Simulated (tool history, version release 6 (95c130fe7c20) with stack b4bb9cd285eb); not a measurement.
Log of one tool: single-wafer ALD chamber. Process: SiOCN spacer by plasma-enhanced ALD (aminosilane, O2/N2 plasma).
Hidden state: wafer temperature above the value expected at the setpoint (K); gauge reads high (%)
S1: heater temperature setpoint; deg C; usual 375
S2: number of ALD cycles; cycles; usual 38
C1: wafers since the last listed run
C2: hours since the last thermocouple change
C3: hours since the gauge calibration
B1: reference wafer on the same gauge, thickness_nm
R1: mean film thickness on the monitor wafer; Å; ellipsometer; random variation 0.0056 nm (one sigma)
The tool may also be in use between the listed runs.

Run 1, hour 0: usual settings; C1 0; C2 1459.3; C3 544.9; B1 2.25. Result: R1 22.28 Å.
Run 2, hour 161.4: usual settings; C1 665; C2 1620.7; C3 706.3; B1 2.248. Result: R1 22.27 Å.
Run 3, hour 204.9: usual settings; C1 179; C2 1664.2; C3 749.8; B1 2.25. Result: R1 22.24 Å.
Run 4, hour 290.7: usual settings; C1 353; C2 1750; C3 835.6; B1 2.25. Result: R1 22.26 Å.
Run 5, hour 391: usual settings; C1 413; C2 1850.3; C3 935.9; B1 2.25. Result: R1 22.28 Å.
Run 6, hour 479.7: usual settings; C1 365; C2 1939; C3 1024.6; B1 2.25. Result: R1 22.23 Å.
Run 7, hour 558.7: usual settings but S1 379 deg C; C1 325; C2 2018; C3 1103.6; B1 2.252. Result: R1 22.11 Å.
Run 8, hour 619: usual settings but S1 379 deg C; C1 248; C2 2078.3; C3 1163.9; B1 2.25. Result: R1 22.21 Å.
Run 9, hour 662.5: usual settings; C1 179; C2 2121.8; C3 1207.4; B1 2.25. Result: R1 22.25 Å.
At hour 749.8: gauge calibrated.
Run 10, hour 857.3: usual settings; C1 803; C2 2316.6; C3 107.5; B1 2.252. Result: R1 22.25 Å.
Run 11, hour 943.9: usual settings; C1 357; C2 2403.2; C3 194.1; B1 2.252. Result: R1 22.38 Å.
Run 12, hour 1033.4: usual settings but S1 385 deg C; C1 369; C2 2492.7; C3 283.6; B1 2.251. Result: R1 22.32 Å.
At hour 1141.5: thermocouple changed; heater temperature recalibrated.
Run 13, hour 1142: usual settings but S1 385 deg C; C1 414; C2 0.5; C3 392.2; B1 2.25. Result: R1 22.31 Å.
Run 14, hour 1201.2: usual settings but S1 388 deg C, S2 43 cycles; C1 244; C2 59.7; C3 451.4; B1 2.249. Result: R1 25.28 Å.
Run 15, hour 1245.9: usual settings but S1 389 deg C; C1 184; C2 104.4; C3 496.1; B1 2.252. Result: R1 22.26 Å.
Run 16, hour 1322.9: usual settings but S1 371 deg C, S2 45 cycles; C1 317; C2 181.4; C3 573.1; B1 2.25. Result: R1 26.29 Å.
Run 17, hour 1386.2: usual settings but S1 364 deg C, S2 31 cycles; C1 261; C2 244.7; C3 636.4; B1 2.25. Result: R1 18.17 Å.
Run 18, hour 1435.9: usual settings but S2 34 cycles; C1 204; C2 294.4; C3 686.1; B1 2.252. Result: R1 19.93 Å.
Run 19, hour 1476.2: usual settings; C1 166; C2 334.7; C3 726.4; B1 2.252. Result: R1 22.15 Å.
Run 20, hour 1665.8: usual settings but S1 386 deg C, S2 35 cycles; C1 781; C2 524.3; C3 916; B1 2.25. Result: R1 20.49 Å.
Run 21, hour 1767.2: usual settings but S2 43 cycles; C1 418; C2 625.7; C3 1017.4; B1 2.252. Result: R1 25.06 Å.
Run 22, hour 1822.9: usual settings but S2 34 cycles; C1 229; C2 681.4; C3 1073.1; B1 2.251. Result: R1 19.95 Å.
Run 23, hour 1869.1: usual settings; C1 190; C2 727.6; C3 1119.3; B1 2.249. Result: R1 22.24 Å.
Run 24, hour 1974.2: usual settings; C1 433; C2 832.7; C3 1224.4; B1 2.25. Result: R1 22.16 Å.
Run 25, hour 2014.1: usual settings but S1 371 deg C, S2 34 cycles; C1 164; C2 872.6; C3 1264.3; B1 2.251. Result: R1 19.92 Å.

The next listed run, before its measurement:
Run 26, hour 2053.4: usual settings but S1 380 deg C, S2 35 cycles; C1 162; C2 911.9; C3 1303.6; B1 ?. Result: R1 ?.

B1: 2.251
R1: 20.47 Å
Without the tool's hidden state the same run would have given R1 20.47 Å.
